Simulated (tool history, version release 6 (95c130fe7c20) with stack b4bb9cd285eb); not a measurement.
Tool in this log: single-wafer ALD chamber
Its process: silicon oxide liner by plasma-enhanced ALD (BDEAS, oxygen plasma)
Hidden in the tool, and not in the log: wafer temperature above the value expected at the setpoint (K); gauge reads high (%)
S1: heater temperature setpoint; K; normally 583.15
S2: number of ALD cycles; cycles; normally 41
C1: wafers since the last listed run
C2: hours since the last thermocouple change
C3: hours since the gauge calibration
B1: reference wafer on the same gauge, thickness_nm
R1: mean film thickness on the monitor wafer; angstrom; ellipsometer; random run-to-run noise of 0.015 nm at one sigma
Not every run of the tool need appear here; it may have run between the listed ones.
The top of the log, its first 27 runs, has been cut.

Run 28, hour 2235.9: usual settings; C1 377; C2 76.7; C3 1009; B1 3.548. Result: R1 33.28 angstrom.
Run 29, hour 2322.2: usual settings but S2 44 cycles; C1 744; C2 163; C3 1095.3; B1 3.544. Result: R1 35.33 angstrom.
Run 30, hour 2372.9: usual settings; C1 437; C2 213.7; C3 1146; B1 3.548. Result: R1 33.18 angstrom.
Run 31, hour 2442.7: usual settings; C1 601; C2 283.5; C3 1215.8; B1 3.549. Result: R1 33.15 angstrom.
Run 32, hour 2535.3: usual settings but S1 573.15 K, S2 33 cycles; C1 798; C2 376.1; C3 1308.4; B1 3.551. Result: R1 27.12 angstrom.
Run 33, hour 2594.7: usual settings but S1 593.15 K, S2 49 cycles; C1 512; C2 435.5; C3 1367.8; B1 3.549. Result: R1 39.34 angstrom.
Run 34, hour 2916.9: usual settings but S2 34 cycles; C1 2778; C2 757.7; C3 1690; B1 3.551. Result: R1 27.49 angstrom.
Run 35, hour 2973.8: usual settings but S1 591.15 K, S2 44 cycles; C1 490; C2 814.6; C3 1746.9; B1 3.548. Result: R1 35.1 angstrom.
Run 36, hour 3046.7: usual settings but S1 597.15 K, S2 37 cycles; C1 628; C2 887.5; C3 1819.8; B1 3.553. Result: R1 29.25 angstrom.
Run 37, hour 3150.7: usual settings but S1 594.15 K, S2 48 cycles; C1 896; C2 991.5; C3 1923.8; B1 3.554. Result: R1 38.31 angstrom.
Run 38, hour 3231.2: usual settings but S1 591.15 K, S2 44 cycles; C1 694; C2 1072; C3 2004.3; B1 3.549. Result: R1 35.03 angstrom.
Run 39, hour 3311.1: usual settings but S1 596.15 K; C1 688; C2 1151.9; C3 2084.2; B1 3.547. Result: R1 32.65 angstrom.
Run 40, hour 3363.5: usual settings but S1 589.15 K, S2 37 cycles; C1 451; C2 1204.3; C3 2136.6; B1 3.549. Result: R1 29.59 angstrom.
Run 41, hour 3423.3: usual settings but S1 575.15 K, S2 46 cycles; C1 515; C2 1264.1; C3 2196.4; B1 3.553. Result: R1 37.83 angstrom.
Run 42, hour 3503: usual settings; C1 687; C2 1343.8; C3 2276.1; B1 3.554. Result: R1 33.31 angstrom.
Run 43, hour 3595.7: usual settings but S1 575.15 K; C1 799; C2 1436.5; C3 2368.8; B1 3.549. Result: R1 33.73 angstrom.
Run 44, hour 3676.1: usual settings but S1 587.15 K; C1 693; C2 1516.9; C3 2449.2; B1 3.548. Result: R1 32.8 angstrom.
At hour 3712: gauge calibrated.
Run 45, hour 3742.6: usual settings; C1 573; C2 1583.4; C3 30.6; B1 3.547. Result: R1 33.15 angstrom.
Run 46, hour 3793.5: usual settings but S2 33 cycles; C1 438; C2 1634.3; C3 81.5; B1 3.547. Result: R1 26.59 angstrom.

Predict each of these 5 candidate next runs independently; none follows another, all start after run 46:
Run A, hour 3794: usual settings but S1 593.15 K; C1 4; C2 1634.8; C3 82; B1 ?. Result: R1 ?.
Run B, hour 3794: usual settings but S1 575.15 K, S2 34 cycles; C1 4; C2 1634.8; C3 82; B1 ?. Result: R1 ?.
Run C, hour 3794: usual settings but S1 577.15 K; C1 4; C2 1634.8; C3 82; B1 ?. Result: R1 ?.
Run D, hour 3794: usual settings but S1 597.15 K, S2 39 cycles; C1 4; C2 1634.8; C3 82; B1 ?. Result: R1 ?.
Run E, hour 3794: usual settings but S1 591.15 K, S2 33 cycles; C1 4; C2 1634.8; C3 82; B1 ?. Result: R1 ?.

run    B1     R1
  A  3.55  32.48
  B  3.55  27.73
  C  3.55  33.33
  D  3.55  30.69
  E  3.55  26.23
Had the tool no hidden state, the same runs would have come out as:
run     R1
  A  32.48
  B  27.73
  C  33.33
  D  30.69
  E  26.23

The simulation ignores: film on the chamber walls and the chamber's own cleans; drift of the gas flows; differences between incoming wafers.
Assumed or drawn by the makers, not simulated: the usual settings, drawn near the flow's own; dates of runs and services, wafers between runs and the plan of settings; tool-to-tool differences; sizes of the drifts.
